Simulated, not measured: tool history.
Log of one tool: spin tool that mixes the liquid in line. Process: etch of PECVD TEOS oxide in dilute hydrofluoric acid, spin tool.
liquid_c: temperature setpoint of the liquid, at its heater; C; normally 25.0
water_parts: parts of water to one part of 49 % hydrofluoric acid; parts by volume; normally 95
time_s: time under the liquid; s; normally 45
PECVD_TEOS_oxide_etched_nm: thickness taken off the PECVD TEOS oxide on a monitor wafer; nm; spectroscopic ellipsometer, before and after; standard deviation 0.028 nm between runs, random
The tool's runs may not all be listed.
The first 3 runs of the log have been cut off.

run     day  liquid_c  water_parts  time_s  wafers since the last listed run  hours since the thermometer was replaced  hours since the hydrofluoric acid flow meter was replaced  hours since the gauge calibration  read-back film thickness of the PECVD TEOS oxide reference wafer, read on the same gauge (nm)  PECVD_TEOS_oxide_etched_nm
  4   6.108      25.0          120      45                               614                                    1904.7                                                      485.5                               69.9                                                                                          40.01                        4.93
  5   8.012      25.0           95      45                               491                                    1950.4                                                      531.2                              115.6                                                                                          39.99                        6.41
  6   9.212      25.0           95      45                               309                                    1979.2                                                      560.0                              144.4                                                                                          40.00                        6.41
     10.738  -- thermometer replaced
  7  10.833      25.0           95      45                               407                                       2.3                                                      598.9                              183.3                                                                                          40.01                        6.40
  8  11.875      23.0           95      45                               268                                      27.3                                                      623.9                              208.3                                                                                          40.02                        5.93
  9  13.092      22.5           95      45                               313                                      56.5                                                      653.1                              237.5                                                                                          40.02                        5.80
 10  14.721      22.5           95      45                               420                                      95.6                                                      692.2                              276.6                                                                                          40.00                        5.84
 11  17.717      25.0           95      45                               772                                     167.5                                                      764.1                              348.5                                                                                          40.02                        6.42
 12  18.742      20.5           95      50                               264                                     192.1                                                      788.7                              373.1                                                                                          40.01                        6.02
 13  21.250      25.0           95      45                               646                                     252.3                                                      848.9                              433.3                                                                                          39.97                        6.50
 14  22.592      25.0           95      45                               345                                     284.5                                                      881.1                              465.5                                                                                          40.00                        6.47
 15  25.371      21.5           60      45                               716                                     351.2                                                      947.8                              532.2                                                                                          39.98                        9.25
 16  27.388      23.5          130      25                               520                                     399.6                                                      996.2                              580.6                                                                                          39.97                        2.39
 17  30.075      25.0          120      35                               693                                     464.1                                                     1060.7                              645.1                                                                                          40.01                        3.89
     30.350  -- hydrofluoric acid flow meter replaced
 18  31.562      29.5           70      65                               372                                     499.8                                                       29.1                              680.8                                                                                          39.99                       15.15
 19  33.679      21.5           60      45                               545                                     550.6                                                       79.9                              731.6                                                                                          40.01                        9.03
 20  36.075      25.0           55      45                               617                                     608.1                                                      137.4                              789.1                                                                                          40.00                       11.40
 21  38.304      25.0           95      55                               574                                     661.6                                                      190.9                              842.6                                                                                          40.01                        7.69

Estimate the outcome of run 22 from the log above:
 22  40.175      25.0           65      45                               482                                     706.5                                                      235.8                              887.5                                                                                              ?                           ?

{"run 22": {"read-back film thickness of the PECVD TEOS oxide reference wafer, read on the same gauge (nm)": 40.0, "PECVD_TEOS_oxide_etched_nm": 9.6}}
Minus the tool's unlogged condition, the same run would have read PECVD_TEOS_oxide_etched_nm 9.51 nm.

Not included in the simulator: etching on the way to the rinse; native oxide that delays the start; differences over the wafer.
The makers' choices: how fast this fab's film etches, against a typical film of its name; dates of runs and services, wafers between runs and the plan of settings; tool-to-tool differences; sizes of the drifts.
